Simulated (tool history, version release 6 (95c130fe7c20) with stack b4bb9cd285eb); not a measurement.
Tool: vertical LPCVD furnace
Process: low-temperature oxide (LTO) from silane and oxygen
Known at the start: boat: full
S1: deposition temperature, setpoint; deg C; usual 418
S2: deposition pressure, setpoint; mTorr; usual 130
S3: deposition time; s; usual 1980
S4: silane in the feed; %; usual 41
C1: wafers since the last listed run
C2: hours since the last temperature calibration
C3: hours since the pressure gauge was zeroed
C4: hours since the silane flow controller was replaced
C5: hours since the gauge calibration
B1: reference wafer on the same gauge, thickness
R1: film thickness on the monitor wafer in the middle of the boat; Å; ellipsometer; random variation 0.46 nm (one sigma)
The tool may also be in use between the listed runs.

Run 1, hour 0: usual settings; C1 0; C2 4425.5; C3 5221.1; C4 2224.7; C5 502.4; B1 245.03. Result: R1 2164.7 Å.
Run 2, hour 7.8: usual settings; C1 143; C2 4433.3; C3 5228.9; C4 2232.5; C5 510.2; B1 244.94. Result: R1 2164.2 Å.
Run 3, hour 19: usual settings; C1 206; C2 4444.5; C3 5240.1; C4 2243.7; C5 521.4; B1 245.04. Result: R1 2167.1 Å.
Run 4, hour 34.4: usual settings; C1 283; C2 4459.9; C3 5255.5; C4 2259.1; C5 536.8; B1 244.95. Result: R1 2173.5 Å.
Run 5, hour 46: usual settings; C1 213; C2 4471.5; C3 5267.1; C4 2270.7; C5 548.4; B1 244.99. Result: R1 2164.6 Å.
Run 6, hour 56.3: usual settings but S1 422 deg C, S3 1380 s; C1 189; C2 4481.8; C3 5277.4; C4 2281; C5 558.7; B1 245.08. Result: R1 1563.8 Å.
Run 7, hour 64.8: usual settings but S4 37 %; C1 156; C2 4490.3; C3 5285.9; C4 2289.5; C5 567.2; B1 245.09. Result: R1 1932.5 Å.
Run 8, hour 72.4: usual settings but S2 150 mTorr, S3 2340 s; C1 139; C2 4497.9; C3 5293.5; C4 2297.1; C5 574.8; B1 245.04. Result: R1 2951.5 Å.
Run 9, hour 89.6: usual settings but S1 422 deg C, S2 150 mTorr, S3 2490 s; C1 316; C2 4515.1; C3 5310.7; C4 2314.3; C5 592; B1 245.05. Result: R1 3276 Å.
Run 10, hour 103.3: usual settings but S1 426 deg C, S2 120 mTorr, S3 2340 s, S4 34 %; C1 252; C2 4528.8; C3 5324.4; C4 2328; C5 605.7; B1 244.83. Result: R1 2071.4 Å.
Run 11, hour 118.7: usual settings but S1 413 deg C, S2 115 mTorr; C1 283; C2 4544.2; C3 5339.8; C4 2343.4; C5 621.1; B1 244.83. Result: R1 1818.9 Å.
Run 12, hour 138: usual settings but S3 1770 s, S4 38 %; C1 355; C2 4563.5; C3 5359.1; C4 2362.7; C5 640.4; B1 244.95. Result: R1 1776.5 Å.
Run 13, hour 148.3: usual settings; C1 189; C2 4573.8; C3 5369.4; C4 2373; C5 650.7; B1 245. Result: R1 2163.4 Å.
At hour 152.9: gauge calibrated.
Run 14, hour 161.7: usual settings but S2 105 mTorr; C1 246; C2 4587.2; C3 5382.8; C4 2386.4; C5 8.8; B1 245.07. Result: R1 1746.1 Å.
At hour 222.8: thermocouples replaced and temperature profile calibrated.
Run 15, hour 223.3: usual settings; C1 692; C2 0.5; C3 5444.4; C4 2448; C5 70.4; B1 245.14. Result: R1 2173.5 Å.
At hour 257.1: silane flow controller replaced.
Run 16, hour 271.4: usual settings but S1 406 deg C, S2 160 mTorr, S4 36 %; C1 443; C2 48.6; C3 5492.5; C4 14.3; C5 118.5; B1 244.85. Result: R1 1957.8 Å.
Run 17, hour 278.7: usual settings but S2 155 mTorr; C1 134; C2 55.9; C3 5499.8; C4 21.6; C5 125.8; B1 244.96. Result: R1 2525 Å.
At hour 305: pressure gauge zeroed.
Run 18, hour 305.5: usual settings; C1 51; C2 82.7; C3 0.5; C4 48.4; C5 152.6; B1 245. Result: R1 2116.1 Å.
Run 19, hour 310.4: usual settings but S1 411 deg C, S3 2670 s; C1 90; C2 87.6; C3 5.4; C4 53.3; C5 157.5; B1 244.97. Result: R1 2659.4 Å.
Run 20, hour 315.2: usual settings; C1 88; C2 92.4; C3 10.2; C4 58.1; C5 162.3; B1 244.98. Result: R1 2115.6 Å.
Run 21, hour 320.1: usual settings but S1 423 deg C, S2 110 mTorr, S3 1350 s; C1 90; C2 97.3; C3 15.1; C4 63; C5 167.2; B1 245.04. Result: R1 1283.6 Å.
Run 22, hour 330.7: usual settings; C1 195; C2 107.9; C3 25.7; C4 73.6; C5 177.8; B1 244.99. Result: R1 2111.1 Å.
Run 23, hour 349.7: usual settings but S1 422 deg C, S3 2370 s; C1 349; C2 126.9; C3 44.7; C4 92.6; C5 196.8; B1 245.13. Result: R1 2644.8 Å.
Run 24, hour 370.2: usual settings but S2 145 mTorr; C1 377; C2 147.4; C3 65.2; C4 113.1; C5 217.3; B1 245.07. Result: R1 2368.9 Å.
Run 25, hour 385.8: usual settings but S4 38 %; C1 287; C2 163; C3 80.8; C4 128.7; C5 232.9; B1 244.79. Result: R1 1946.7 Å.
Run 26, hour 401.6: usual settings but S4 36 %; C1 290; C2 178.8; C3 96.6; C4 144.5; C5 248.7; B1 244.99. Result: R1 1832.2 Å.
Run 27, hour 416.7: usual settings but S2 110 mTorr, S4 45 %; C1 277; C2 193.9; C3 111.7; C4 159.6; C5 263.8; B1 245. Result: R1 1974.1 Å.
Run 28, hour 428.5: usual settings; C1 217; C2 205.7; C3 123.5; C4 171.4; C5 275.6; B1 245.11. Result: R1 2129.1 Å.
Run 29, hour 448.3: usual settings; C1 364; C2 225.5; C3 143.3; C4 191.2; C5 295.4; B1 245.04. Result: R1 2130.3 Å.
Run 30, hour 463.7: usual settings; C1 283; C2 240.9; C3 158.7; C4 206.6; C5 310.8; B1 245.05. Result: R1 2129.8 Å.

The tool's hidden state at each run:
true tube temperature minus thermocouple reading, K: 0 in every run
true pressure minus gauge reading, mTorr: 0 in every run
gauge reads high (%): 0 in every run
H1: deviation of the silane flow from its setpoint, %
run     H1
  1   4.91
  2   4.92
  3   4.92
  4   4.93
  5   4.93
  6   4.94
  7   4.94
  8   4.94
  9   4.95
 10   4.96
 11   4.96
 12   4.97
 13   4.97
 14   4.98
 15      5
 16  0.613
 17  0.673
 18  0.889
 19  0.927
 20  0.965
 21      1
 22   1.08
 23   1.23
 24   1.38
 25   1.49
 26    1.6
 27    1.7
 28   1.78
 29   1.92
 30   2.01

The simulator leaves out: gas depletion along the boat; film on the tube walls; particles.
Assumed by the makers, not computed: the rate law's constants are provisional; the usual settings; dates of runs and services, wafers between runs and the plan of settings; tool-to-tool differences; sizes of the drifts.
